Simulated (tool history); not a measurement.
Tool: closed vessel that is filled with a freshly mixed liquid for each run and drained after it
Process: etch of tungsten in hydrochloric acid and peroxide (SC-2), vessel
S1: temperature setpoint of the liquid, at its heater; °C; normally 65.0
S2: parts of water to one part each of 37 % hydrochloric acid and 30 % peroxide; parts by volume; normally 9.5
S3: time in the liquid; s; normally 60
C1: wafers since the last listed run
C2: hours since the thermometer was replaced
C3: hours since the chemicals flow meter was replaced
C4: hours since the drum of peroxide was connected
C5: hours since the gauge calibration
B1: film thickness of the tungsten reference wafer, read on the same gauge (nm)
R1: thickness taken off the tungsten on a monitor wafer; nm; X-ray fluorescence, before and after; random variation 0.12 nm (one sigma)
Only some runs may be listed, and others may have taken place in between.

Run 1, hour 0.0: usual settings but S3 80 s; C1 0; C2 957.2; C3 843.2; C4 357.7; C5 634.9; B1 51.16. Result: R1 26.50 nm.
Run 2, hour 23.1: usual settings but S3 80 s; C1 2743; C2 980.3; C3 866.3; C4 380.8; C5 658.0; B1 51.23. Result: R1 26.79 nm.
Run 3, hour 40.9: usual settings but S3 80 s; C1 2114; C2 998.1; C3 884.1; C4 398.6; C5 675.8; B1 51.28. Result: R1 26.93 nm.
Run 4, hour 73.1: usual settings but S2 5.5 parts by volume; C1 3824; C2 1030.3; C3 916.3; C4 430.8; C5 708.0; B1 51.32. Result: R1 31.14 nm.
Run 5, hour 97.7: usual settings but S2 5.5 parts by volume; C1 2921; C2 1054.9; C3 940.9; C4 455.4; C5 732.6; B1 51.39. Result: R1 30.66 nm.
Run 6, hour 115.2: usual settings; C1 2078; C2 1072.4; C3 958.4; C4 472.9; C5 750.1; B1 51.40. Result: R1 20.13 nm.
At hour 133.1: chemicals flow meter replaced.
Run 7, hour 146.4: usual settings; C1 3586; C2 1103.6; C3 13.3; C4 504.1; C5 781.3; B1 51.47. Result: R1 20.39 nm.
At hour 184.9: new drum of peroxide connected.
Run 8, hour 226.7: usual settings; C1 9418; C2 1183.9; C3 93.6; C4 41.8; C5 861.6; B1 51.61. Result: R1 20.40 nm.
Run 9, hour 243.6: usual settings; C1 2007; C2 1200.8; C3 110.5; C4 58.7; C5 878.5; B1 51.65. Result: R1 20.28 nm.
Run 10, hour 270.2: usual settings but S1 58.0 °C, S3 70 s; C1 3159; C2 1227.4; C3 137.1; C4 85.3; C5 905.1; B1 51.66. Result: R1 15.27 nm.
Run 11, hour 285.9: usual settings but S2 8.0 parts by volume; C1 1864; C2 1243.1; C3 152.8; C4 101.0; C5 920.8; B1 51.77. Result: R1 23.04 nm.
Run 12, hour 305.6: usual settings but S1 60.0 °C, S2 13.5 parts by volume, S3 80 s; C1 2339; C2 1262.8; C3 172.5; C4 120.7; C5 940.5; B1 51.83. Result: R1 14.91 nm.
At hour 316.2: gauge calibrated.
Run 13, hour 323.5: usual settings but S1 61.5 °C, S2 12.0 parts by volume, S3 45 s; C1 2125; C2 1280.7; C3 190.4; C4 138.6; C5 7.3; B1 49.59. Result: R1 9.60 nm.
Run 14, hour 338.6: usual settings but S1 62.0 °C; C1 1793; C2 1295.8; C3 205.5; C4 153.7; C5 22.4; B1 49.58. Result: R1 16.07 nm.
Run 15, hour 358.6: usual settings but S1 72.0 °C, S2 13.0 parts by volume, S3 50 s; C1 2375; C2 1315.8; C3 225.5; C4 173.7; C5 42.4; B1 49.68. Result: R1 18.94 nm.
Run 16, hour 379.3: usual settings but S2 13.5 parts by volume; C1 2458; C2 1336.5; C3 246.2; C4 194.4; C5 63.1; B1 49.69. Result: R1 14.53 nm.
Run 17, hour 411.5: usual settings but S1 56.0 °C, S2 6.5 parts by volume; C1 3824; C2 1368.7; C3 278.4; C4 226.6; C5 95.3; B1 49.76. Result: R1 15.08 nm.
Run 18, hour 444.1: usual settings but S2 5.0 parts by volume, S3 35 s; C1 3871; C2 1401.3; C3 311.0; C4 259.2; C5 127.9; B1 49.83. Result: R1 18.62 nm.
Run 19, hour 465.0: usual settings; C1 2482; C2 1422.2; C3 331.9; C4 280.1; C5 148.8; B1 49.85. Result: R1 19.58 nm.
At hour 489.8: thermometer replaced.
Run 20, hour 497.6: usual settings but S1 55.5 °C, S2 14.5 parts by volume; C1 3753; C2 7.8; C3 364.5; C4 312.7; C5 181.4; B1 49.93. Result: R1 7.61 nm.
Run 21, hour 513.7: usual settings but S1 72.0 °C, S2 11.0 parts by volume; C1 1912; C2 23.9; C3 380.6; C4 328.8; C5 197.5; B1 49.97. Result: R1 26.49 nm.
Run 22, hour 542.2: usual settings but S1 55.0 °C, S2 12.5 parts by volume, S3 70 s; C1 3384; C2 52.4; C3 409.1; C4 357.3; C5 226.0; B1 50.03. Result: R1 9.64 nm.

Expected results for the next run?
Run 23, hour 554.9: usual settings but S2 6.5 parts by volume, S3 85 s; C1 1508; C2 65.1; C3 421.8; C4 370.0; C5 238.7; B1 ?. Result: R1 ?.

Logged for run 23: B1 50.03, R1 37.76 nm.
Were there no unlogged condition in the tool, this run, its random variation unchanged, would have produced R1 37.73 nm.

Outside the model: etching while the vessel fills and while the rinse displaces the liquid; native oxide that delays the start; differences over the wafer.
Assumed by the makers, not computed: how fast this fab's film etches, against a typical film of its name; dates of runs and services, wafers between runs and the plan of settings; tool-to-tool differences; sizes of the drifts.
